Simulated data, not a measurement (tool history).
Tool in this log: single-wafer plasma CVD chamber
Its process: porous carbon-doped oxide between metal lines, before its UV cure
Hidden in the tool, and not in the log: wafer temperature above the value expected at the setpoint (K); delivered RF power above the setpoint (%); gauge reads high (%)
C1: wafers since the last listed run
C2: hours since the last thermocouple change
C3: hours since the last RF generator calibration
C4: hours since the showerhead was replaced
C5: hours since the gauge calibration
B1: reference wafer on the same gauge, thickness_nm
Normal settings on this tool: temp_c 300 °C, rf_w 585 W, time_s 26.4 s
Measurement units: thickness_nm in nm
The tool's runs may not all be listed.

{"run": 1, "hour": 0.0, "temp_c": 304, "rf_w": 630, "time_s": 26.4, "C1": 0, "C2": 146.8, "C3": 1210.1, "C4": 5339.9, "C5": 387.3, "B1": 171.976, "thickness_nm": 158.033}
{"run": 2, "hour": 80.6, "temp_c": 304, "rf_w": 630, "time_s": 26.4, "C1": 1922, "C2": 227.4, "C3": 1290.7, "C4": 5420.5, "C5": 467.9, "B1": 172.117, "thickness_nm": 157.901}
{"run": 3, "hour": 172.6, "temp_c": 304, "rf_w": 630, "time_s": 26.4, "C1": 2194, "C2": 319.4, "C3": 1382.7, "C4": 5512.5, "C5": 559.9, "B1": 172.116, "thickness_nm": 158.12}
{"run": 4, "hour": 264.4, "temp_c": 304, "rf_w": 585, "time_s": 26.4, "C1": 2189, "C2": 411.2, "C3": 1474.5, "C4": 5604.3, "C5": 651.7, "B1": 172.033, "thickness_nm": 154.522}
{"run": 5, "hour": 399.4, "temp_c": 304, "rf_w": 585, "time_s": 26.4, "C1": 3219, "C2": 546.2, "C3": 1609.5, "C4": 5739.3, "C5": 786.7, "B1": 171.841, "thickness_nm": 152.525}
{"run": 6, "hour": 492.4, "temp_c": 300, "rf_w": 585, "time_s": 26.4, "C1": 2217, "C2": 639.2, "C3": 1702.5, "C4": 5832.3, "C5": 879.7, "B1": 171.929, "thickness_nm": 156.779}
{"run": 7, "hour": 536.3, "temp_c": 300, "rf_w": 585, "time_s": 26.4, "C1": 1046, "C2": 683.1, "C3": 1746.4, "C4": 5876.2, "C5": 923.6, "B1": 172.092, "thickness_nm": 155.355}
{"hour": 813.2, "done": "RF generator calibrated"}
{"run": 8, "hour": 853.4, "temp_c": 289, "rf_w": 620, "time_s": 26.4, "C1": 7371, "C2": 1000.2, "C3": 40.2, "C4": 6193.3, "C5": 1240.7, "B1": 172.032, "thickness_nm": 174.549}
{"hour": 898.5, "done": "showerhead replaced"}
{"run": 9, "hour": 938.1, "temp_c": 289, "rf_w": 620, "time_s": 26.4, "C1": 1829, "C2": 1084.9, "C3": 124.9, "C4": 39.6, "C5": 1325.4, "B1": 171.839, "thickness_nm": 172.621}
{"hour": 974.2, "done": "gauge calibrated"}
{"run": 10, "hour": 1029.8, "temp_c": 313, "rf_w": 585, "time_s": 30, "C1": 2186, "C2": 1176.6, "C3": 216.6, "C4": 131.3, "C5": 55.6, "B1": 171.846, "thickness_nm": 169.683}
{"hour": 1086.7, "done": "thermocouple changed; heater temperature recalibrated"}
{"run": 11, "hour": 1087.2, "temp_c": 315, "rf_w": 535, "time_s": 26.4, "C1": 1178, "C2": 0.5, "C3": 274, "C4": 188.7, "C5": 113, "B1": 171.866, "thickness_nm": 144.432}
{"run": 12, "hour": 1149.0, "temp_c": 308, "rf_w": 585, "time_s": 29.2, "C1": 1473, "C2": 62.3, "C3": 335.8, "C4": 250.5, "C5": 174.8, "B1": 172.097, "thickness_nm": 169.321}
{"run": 13, "hour": 1229.5, "temp_c": 288, "rf_w": 505, "time_s": 22.7, "C1": 1919, "C2": 142.8, "C3": 416.3, "C4": 331, "C5": 255.3, "B1": 171.844, "thickness_nm": 138.376}
{"run": 14, "hour": 1304.4, "temp_c": 306, "rf_w": 480, "time_s": 24.8, "C1": 1786, "C2": 217.7, "C3": 491.2, "C4": 405.9, "C5": 330.2, "B1": 172.045, "thickness_nm": 135.671}
{"run": 15, "hour": 1389.6, "temp_c": 300, "rf_w": 585, "time_s": 26.4, "C1": 2031, "C2": 302.9, "C3": 576.4, "C4": 491.1, "C5": 415.4, "B1": 171.961, "thickness_nm": 158.995}
{"run": 16, "hour": 1467.4, "temp_c": 312, "rf_w": 685, "time_s": 30.6, "C1": 1855, "C2": 380.7, "C3": 654.2, "C4": 568.9, "C5": 493.2, "B1": 171.911, "thickness_nm": 182.578}
{"run": 17, "hour": 1509.6, "temp_c": 315, "rf_w": 630, "time_s": 31.7, "C1": 1006, "C2": 422.9, "C3": 696.4, "C4": 611.1, "C5": 535.4, "B1": 172.172, "thickness_nm": 181.106}
{"run": 18, "hour": 1575.3, "temp_c": 300, "rf_w": 685, "time_s": 23.3, "C1": 1566, "C2": 488.6, "C3": 762.1, "C4": 676.8, "C5": 601.1, "B1": 171.94, "thickness_nm": 148.97}
{"run": 19, "hour": 1653.5, "temp_c": 300, "rf_w": 585, "time_s": 26.4, "C1": 1864, "C2": 566.8, "C3": 840.3, "C4": 755, "C5": 679.3, "B1": 171.95, "thickness_nm": 158.128}

How would selected steps in thickness_nm from run to run divide? Give the signed amount a tool lacking its hidden state would still show from settings, what came in and random variation, and the signed amount left for the hidden state, including any gauge scatter that is not in both of the compared results.
Run 7 -> 8: temp_c 300 -> 289, rf_w 585 -> 620, RF generator calibrated. thickness_nm +19.194 nm: hidden state +4.679, all else +14.515.
Run 17 -> 18: temp_c 315 -> 300, rf_w 630 -> 685, time_s 31.7 -> 23.3. thickness_nm -32.136 nm: hidden state +0.514, all else -32.65.
